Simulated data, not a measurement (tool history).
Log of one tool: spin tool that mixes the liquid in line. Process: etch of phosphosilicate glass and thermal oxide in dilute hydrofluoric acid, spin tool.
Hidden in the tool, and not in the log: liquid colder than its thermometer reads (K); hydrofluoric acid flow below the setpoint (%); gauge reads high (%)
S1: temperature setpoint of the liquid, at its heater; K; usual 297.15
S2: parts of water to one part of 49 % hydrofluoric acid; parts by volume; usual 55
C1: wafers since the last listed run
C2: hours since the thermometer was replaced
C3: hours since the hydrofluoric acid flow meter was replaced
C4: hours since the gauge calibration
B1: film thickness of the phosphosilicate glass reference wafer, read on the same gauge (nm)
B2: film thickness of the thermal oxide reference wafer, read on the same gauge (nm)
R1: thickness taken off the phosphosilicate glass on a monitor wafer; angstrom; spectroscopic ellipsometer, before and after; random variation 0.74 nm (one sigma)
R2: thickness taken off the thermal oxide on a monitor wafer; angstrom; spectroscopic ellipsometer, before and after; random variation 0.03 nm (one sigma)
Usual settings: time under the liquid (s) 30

run 1 hour=0 | S1=293.65 S2=55 time_under_the_liquid_(s)=40 | C1=0 C2=1348.7 C3=700.5 C4=20.6 | B1=90 B2=59.999 | R1=1430.6 R2=32.02
-- hour=19.1 hydrofluoric acid flow meter replaced
run 2 hour=51.2 | S1=293.65 S2=55 time_under_the_liquid_(s)=40 | C1=395 C2=1399.9 C3=32.1 C4=71.8 | B1=90 B2=59.993 | R1=1443.9 R2=32.03
run 3 hour=157.1 | S1=297.15 S2=55 time_under_the_liquid_(s)=30 | C1=835 C2=1505.8 C3=138 C4=177.7 | B1=90 B2=60.004 | R1=1233.5 R2=28.62
run 4 hour=262.4 | S1=297.15 S2=55 time_under_the_liquid_(s)=30 | C1=830 C2=1611.1 C3=243.3 C4=283 | B1=90.01 B2=60.006 | R1=1240.4 R2=27.42
run 5 hour=328.8 | S1=297.15 S2=55 time_under_the_liquid_(s)=30 | C1=523 C2=1677.5 C3=309.7 C4=349.4 | B1=90.02 B2=60.001 | R1=1237.1 R2=27.37
run 6 hour=419.4 | S1=297.15 S2=55 time_under_the_liquid_(s)=30 | C1=714 C2=1768.1 C3=400.3 C4=440 | B1=90 B2=60.013 | R1=1221 R2=27.48
run 7 hour=514.7 | S1=297.15 S2=55 time_under_the_liquid_(s)=30 | C1=751 C2=1863.4 C3=495.6 C4=535.3 | B1=89.97 B2=59.997 | R1=1231.7 R2=28.07
run 8 hour=754.2 | S1=297.15 S2=55 time_under_the_liquid_(s)=30 | C1=1889 C2=2102.9 C3=735.1 C4=774.8 | B1=90.02 B2=60.009 | R1=1235.2 R2=28.21
-- hour=758.6 hydrofluoric acid flow meter replaced
run 9 hour=813.4 | S1=297.15 S2=55 time_under_the_liquid_(s)=30 | C1=459 C2=2162.1 C3=54.8 C4=834 | B1=90.01 B2=59.99 | R1=1244.9 R2=27.63
run 10 hour=903.2 | S1=297.15 S2=55 time_under_the_liquid_(s)=45 | C1=708 C2=2251.9 C3=144.6 C4=923.8 | B1=89.99 B2=60.017 | R1=1865.3 R2=42.35
run 11 hour=983.7 | S1=297.15 S2=55 time_under_the_liquid_(s)=30 | C1=634 C2=2332.4 C3=225.1 C4=1004.3 | B1=89.99 B2=59.984 | R1=1232.9 R2=27.74
-- hour=1009.1 thermometer replaced
run 12 hour=1052.7 | S1=297.15 S2=55 time_under_the_liquid_(s)=30 | C1=536 C2=43.6 C3=294.1 C4=1073.3 | B1=89.98 B2=59.983 | R1=1235.6 R2=27.54
run 13 hour=1138.5 | S1=297.15 S2=55 time_under_the_liquid_(s)=30 | C1=676 C2=129.4 C3=379.9 C4=1159.1 | B1=89.99 B2=60.008 | R1=1246.9 R2=27.93
run 14 hour=1243.3 | S1=297.15 S2=55 time_under_the_liquid_(s)=30 | C1=826 C2=234.2 C3=484.7 C4=1263.9 | B1=89.99 B2=59.979 | R1=1223.5 R2=27.81
run 15 hour=1337.7 | S1=301.15 S2=45 time_under_the_liquid_(s)=15 | C1=744 C2=328.6 C3=579.1 C4=1358.3 | B1=89.99 B2=59.994 | R1=910.9 R2=20.15
run 16 hour=1393.2 | S1=292.65 S2=55 time_under_the_liquid_(s)=30 | C1=437 C2=384.1 C3=634.6 C4=1413.8 | B1=90.01 B2=59.99 | R1=1031.9 R2=23.29
-- hour=1410 hydrofluoric acid flow meter replaced
run 17 hour=1435.8 | S1=300.15 S2=35 time_under_the_liquid_(s)=40 | C1=328 C2=426.7 C3=25.8 C4=1456.4 | B1=90.03 B2=59.992 | R1=2987.5 R2=66.24
-- hour=1479.9 gauge calibrated
run 18 hour=1499.3 | S1=294.65 S2=55 time_under_the_liquid_(s)=20 | C1=500 C2=490.2 C3=89.3 C4=19.4 | B1=90.04 B2=59.998 | R1=751.2 R2=16.67
run 19 hour=1606.1 | S1=294.15 S2=75 time_under_the_liquid_(s)=45 | C1=842 C2=597 C3=196.1 C4=126.2 | B1=90.03 B2=59.993 | R1=1177.6 R2=26.46
run 20 hour=1709.9 | S1=297.15 S2=55 time_under_the_liquid_(s)=30 | C1=818 C2=700.8 C3=299.9 C4=230 | B1=90.02 B2=59.971 | R1=1251.2 R2=27.85
run 21 hour=1753.8 | S1=297.15 S2=55 time_under_the_liquid_(s)=35 | C1=346 C2=744.7 C3=343.8 C4=273.9 | B1=89.99 B2=59.999 | R1=1446.1 R2=32.11
run 22 hour=1797.8 | S1=292.15 S2=80 time_under_the_liquid_(s)=45 | C1=347 C2=788.7 C3=387.8 C4=317.9 | B1=90 B2=60.018 | R1=1008.4 R2=22.49
run 23 hour=1849.1 | S1=295.65 S2=55 time_under_the_liquid_(s)=50 | C1=404 C2=840 C3=439.1 C4=369.2 | B1=90 B2=59.973 | R1=1956.7 R2=43.99
run 24 hour=1926.7 | S1=298.65 S2=40 time_under_the_liquid_(s)=30 | C1=612 C2=917.6 C3=516.7 C4=446.8 | B1=89.98 B2=59.983 | R1=1861.8 R2=41.72
run 25 hour=1973.1 | S1=297.15 S2=55 time_under_the_liquid_(s)=30 | C1=366 C2=964 C3=563.1 C4=493.2 | B1=89.98 B2=59.99 | R1=1250.8 R2=27.72

How the hidden state differs across the entries between the runs, from the last listed run before each to the first after it:
Between runs 1 and 2: hydrofluoric acid flow meter replaced (hour 19.1)
  no hidden state differs between the two runs
Between runs 8 and 9: hydrofluoric acid flow meter replaced (hour 758.6)
  no hidden state differs between the two runs
Between runs 11 and 12: thermometer replaced (hour 1009.1)
  no hidden state differs between the two runs
Between runs 16 and 17: hydrofluoric acid flow meter replaced (hour 1410)
  no hidden state differs between the two runs
Between runs 17 and 18: gauge calibrated (hour 1479.9)
  no hidden state differs between the two runs
